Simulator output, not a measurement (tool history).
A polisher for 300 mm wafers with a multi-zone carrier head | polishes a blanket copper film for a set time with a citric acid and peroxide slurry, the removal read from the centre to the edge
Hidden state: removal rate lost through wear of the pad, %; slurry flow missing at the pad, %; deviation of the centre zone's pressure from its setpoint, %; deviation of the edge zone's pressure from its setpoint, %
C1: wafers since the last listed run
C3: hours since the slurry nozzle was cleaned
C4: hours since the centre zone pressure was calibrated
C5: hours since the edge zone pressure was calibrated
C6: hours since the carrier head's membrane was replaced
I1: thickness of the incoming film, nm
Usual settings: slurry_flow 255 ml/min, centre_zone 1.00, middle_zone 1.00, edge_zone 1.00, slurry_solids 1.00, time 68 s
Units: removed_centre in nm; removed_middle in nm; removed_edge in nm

run 1 hour=0.0 | slurry_flow=255 centre_zone=1.00 middle_zone=1.00 edge_zone=1.00 slurry_solids=1.00 time=68 | C1=0 wafers_polished_on_this_pad=3715 C3=186.7 C4=707.7 C5=1150.6 C6=133.5 | I1=536.0 | removed_centre=85.4 removed_middle=85.6 removed_edge=82.4
run 2 hour=65.4 | slurry_flow=255 centre_zone=1.08 middle_zone=1.00 edge_zone=1.00 slurry_solids=1.10 time=68 | C1=801 wafers_polished_on_this_pad=4516 C3=252.1 C4=773.1 C5=1216.0 C6=198.9 | I1=526.1 | removed_centre=94.9 removed_middle=85.2 removed_edge=83.6
-- hour=115.9 edge zone pressure recalibrated
run 3 hour=123.7 | slurry_flow=255 centre_zone=1.00 middle_zone=1.00 edge_zone=1.00 slurry_solids=1.00 time=68 | C1=689 wafers_polished_on_this_pad=5206 C3=310.4 C4=831.4 C5=7.8 C6=257.2 | I1=530.3 | removed_centre=83.6 removed_middle=83.4 removed_edge=79.5
run 4 hour=177.5 | slurry_flow=255 centre_zone=1.11 middle_zone=1.00 edge_zone=1.00 slurry_solids=1.00 time=68 | C1=659 wafers_polished_on_this_pad=5865 C3=364.2 C4=885.2 C5=61.6 C6=311.0 | I1=518.2 | removed_centre=90.7 removed_middle=81.8 removed_edge=82.3
-- hour=216.0 centre zone pressure recalibrated
run 5 hour=272.1 | slurry_flow=255 centre_zone=1.04 middle_zone=0.92 edge_zone=1.00 slurry_solids=1.15 time=68 | C1=1134 wafers_polished_on_this_pad=7000 C3=458.8 C4=56.1 C5=156.2 C6=405.6 | I1=532.6 | removed_centre=87.5 removed_middle=77.5 removed_edge=81.8
-- hour=292.7 slurry nozzle cleaned
-- hour=321.3 worn pad replaced by a new one
run 6 hour=347.5 | slurry_flow=255 centre_zone=1.00 middle_zone=0.92 edge_zone=1.00 slurry_solids=1.00 time=68 | C1=862 wafers_polished_on_this_pad=321 C3=54.8 C4=131.5 C5=231.6 C6=481.0 | I1=533.8 | removed_centre=86.8 removed_middle=80.2 removed_edge=83.1
run 7 hour=435.0 | slurry_flow=255 centre_zone=1.00 middle_zone=1.00 edge_zone=1.00 slurry_solids=1.00 time=68 | C1=1072 wafers_polished_on_this_pad=1393 C3=142.3 C4=219.0 C5=319.1 C6=568.5 | I1=531.9 | removed_centre=85.7 removed_middle=86.5 removed_edge=81.7
run 8 hour=604.1 | slurry_flow=255 centre_zone=1.00 middle_zone=1.00 edge_zone=1.00 slurry_solids=1.00 time=68 | C1=2071 wafers_polished_on_this_pad=3465 C3=311.4 C4=388.1 C5=488.2 C6=737.6 | I1=527.3 | removed_centre=84.6 removed_middle=83.2 removed_edge=82.6
run 9 hour=711.1 | slurry_flow=255 centre_zone=1.00 middle_zone=0.96 edge_zone=0.93 slurry_solids=1.15 time=59 | C1=1311 wafers_polished_on_this_pad=4776 C3=418.4 C4=495.1 C5=595.2 C6=844.6 | I1=533.1 | removed_centre=73.3 removed_middle=70.3 removed_edge=69.5
-- hour=821.2 worn pad replaced by a new one
run 10 hour=847.4 | slurry_flow=295 centre_zone=1.00 middle_zone=0.96 edge_zone=0.90 slurry_solids=1.00 time=68 | C1=1621 wafers_polished_on_this_pad=321 C3=554.7 C4=631.4 C5=731.5 C6=980.9 | I1=534.3 | removed_centre=82.6 removed_middle=79.5 removed_edge=77.2
-- hour=858.0 slurry nozzle cleaned
run 11 hour=920.1 | slurry_flow=255 centre_zone=0.95 middle_zone=1.00 edge_zone=1.00 slurry_solids=1.00 time=68 | C1=878 wafers_polished_on_this_pad=1199 C3=62.1 C4=704.1 C5=804.2 C6=1053.6 | I1=525.6 | removed_centre=82.5 removed_middle=86.0 removed_edge=83.5
run 12 hour=1018.9 | slurry_flow=255 centre_zone=0.95 middle_zone=1.00 edge_zone=1.00 slurry_solids=1.20 time=92 | C1=1210 wafers_polished_on_this_pad=2410 C3=160.9 C4=802.9 C5=903.0 C6=1152.4 | I1=532.5 | removed_centre=113.2 removed_middle=118.0 removed_edge=113.8
run 13 hour=1058.9 | slurry_flow=255 centre_zone=0.92 middle_zone=1.00 edge_zone=1.00 slurry_solids=1.00 time=68 | C1=490 wafers_polished_on_this_pad=2900 C3=200.9 C4=842.9 C5=943.0 C6=1192.4 | I1=523.0 | removed_centre=79.6 removed_middle=82.1 removed_edge=82.3
-- hour=1133.8 carrier head's membrane replaced by a new one
-- hour=1182.0 centre zone pressure recalibrated
run 14 hour=1197.4 | slurry_flow=255 centre_zone=1.10 middle_zone=1.00 edge_zone=1.10 slurry_solids=1.00 time=74 | C1=1611 wafers_polished_on_this_pad=4511 C3=339.4 C4=15.4 C5=1081.5 C6=63.6 | I1=531.6 | removed_centre=101.7 removed_middle=91.7 removed_edge=94.0
run 15 hour=1240.2 | slurry_flow=255 centre_zone=1.00 middle_zone=1.00 edge_zone=1.00 slurry_solids=1.25 time=57 | C1=524 wafers_polished_on_this_pad=5036 C3=382.2 C4=58.2 C5=1124.3 C6=106.4 | I1=529.6 | removed_centre=72.9 removed_middle=72.5 removed_edge=69.4
run 16 hour=1307.9 | slurry_flow=255 centre_zone=1.00 middle_zone=1.00 edge_zone=1.00 slurry_solids=1.00 time=58 | C1=829 wafers_polished_on_this_pad=5865 C3=449.9 C4=125.9 C5=1192.0 C6=174.1 | I1=527.3 | removed_centre=69.5 removed_middle=69.9 removed_edge=70.1
-- hour=1342.1 edge zone pressure recalibrated
run 17 hour=1385.5 | slurry_flow=205 centre_zone=1.00 middle_zone=1.11 edge_zone=1.07 slurry_solids=1.00 time=68 | C1=926 wafers_polished_on_this_pad=6792 C3=527.5 C4=203.5 C5=43.4 C6=251.7 | I1=523.7 | removed_centre=78.9 removed_middle=83.9 removed_edge=79.2
-- hour=1387.8 slurry nozzle cleaned
-- hour=1396.3 worn pad replaced by a new one
run 18 hour=1429.5 | slurry_flow=255 centre_zone=1.00 middle_zone=1.00 edge_zone=0.94 slurry_solids=1.00 time=68 | C1=477 wafers_polished_on_this_pad=407 C3=41.7 C4=247.5 C5=87.4 C6=295.7 | I1=519.5 | removed_centre=86.5 removed_middle=84.7 removed_edge=80.1
run 19 hour=1512.7 | slurry_flow=255 centre_zone=1.00 middle_zone=1.00 edge_zone=1.00 slurry_solids=1.00 time=68 | C1=1019 wafers_polished_on_this_pad=1426 C3=124.9 C4=330.7 C5=170.6 C6=378.9 | I1=525.6 | removed_centre=86.5 removed_middle=82.7 removed_edge=82.2
run 20 hour=1619.1 | slurry_flow=255 centre_zone=1.00 middle_zone=0.90 edge_zone=1.00 slurry_solids=1.00 time=46 | C1=1303 wafers_polished_on_this_pad=2730 C3=231.3 C4=437.1 C5=277.0 C6=485.3 | I1=528.3 | removed_centre=57.2 removed_middle=52.3 removed_edge=55.6
run 21 hour=1691.3 | slurry_flow=255 centre_zone=1.00 middle_zone=1.00 edge_zone=1.00 slurry_solids=1.00 time=68 | C1=884 wafers_polished_on_this_pad=3615 C3=303.5 C4=509.3 C5=349.2 C6=557.5 | I1=537.6 | removed_centre=84.3 removed_middle=83.5 removed_edge=81.0

Hidden state at the last listed run before each entry between runs and at the first one after, where it differs:
Between runs 2 and 3: edge zone pressure recalibrated (hour 115.9)
  slurry flow missing at the pad, %: 20.4 -> 24.5
  measured less the result without the state, removed_centre: -2.7 -> -3.0 nm; removed_middle: -2.2 -> -2.7 nm; removed_edge: -1.6 -> -1.9 nm
Between runs 4 and 5: centre zone pressure recalibrated (hour 216.0)
  slurry flow missing at the pad, %: 28.4 -> 35.2
  measured less the result without the state, removed_centre: -3.9 -> -5.2 nm; removed_middle: -3.2 -> -4.1 nm; removed_edge: -2.4 -> -3.2 nm
Between runs 5 and 6: slurry nozzle cleaned (hour 292.7); worn pad replaced by a new one (hour 321.3)
  slurry flow missing at the pad, %: 35.2 -> 4.47
  measured less the result without the state, removed_centre: -5.2 -> -0.4 nm; removed_middle: -4.1 -> -0.3 nm; removed_edge: -3.2 -> -0.3 nm
Between runs 9 and 10: worn pad replaced by a new one (hour 821.2)
  slurry flow missing at the pad, %: 30.6 -> 40.4
  measured less the result without the state, removed_centre: -3.6 -> -5.3 nm; removed_middle: -3.0 -> -4.6 nm; removed_edge: -2.2 -> -3.3 nm
Between runs 10 and 11: slurry nozzle cleaned (hour 858.0)
  slurry flow missing at the pad, %: 40.4 -> 7.68
  measured less the result without the state, removed_centre: -5.3 -> -0.8 nm; removed_middle: -4.6 -> -0.7 nm; removed_edge: -3.3 -> -0.5 nm
Between runs 13 and 14: carrier head's membrane replaced by a new one (hour 1133.8); centre zone pressure recalibrated (hour 1182.0)
  slurry flow missing at the pad, %: 17.6 -> 27.6
  measured less the result without the state, removed_centre: -1.9 -> -4.3 nm; removed_middle: -1.7 -> -3.5 nm; removed_edge: -1.3 -> -2.6 nm
Between runs 16 and 17: edge zone pressure recalibrated (hour 1342.1)
  slurry flow missing at the pad, %: 35.5 -> 41.1
  measured less the result without the state, removed_centre: -4.2 -> -7.3 nm; removed_middle: -3.8 -> -6.8 nm; removed_edge: -2.8 -> -4.6 nm
Between runs 17 and 18: slurry nozzle cleaned (hour 1387.8); worn pad replaced by a new one (hour 1396.3)
  slurry flow missing at the pad, %: 41.1 -> 9.04
  measured less the result without the state, removed_centre: -7.3 -> -1.0 nm; removed_middle: -6.8 -> -0.9 nm; removed_edge: -4.6 -> -0.6 nm

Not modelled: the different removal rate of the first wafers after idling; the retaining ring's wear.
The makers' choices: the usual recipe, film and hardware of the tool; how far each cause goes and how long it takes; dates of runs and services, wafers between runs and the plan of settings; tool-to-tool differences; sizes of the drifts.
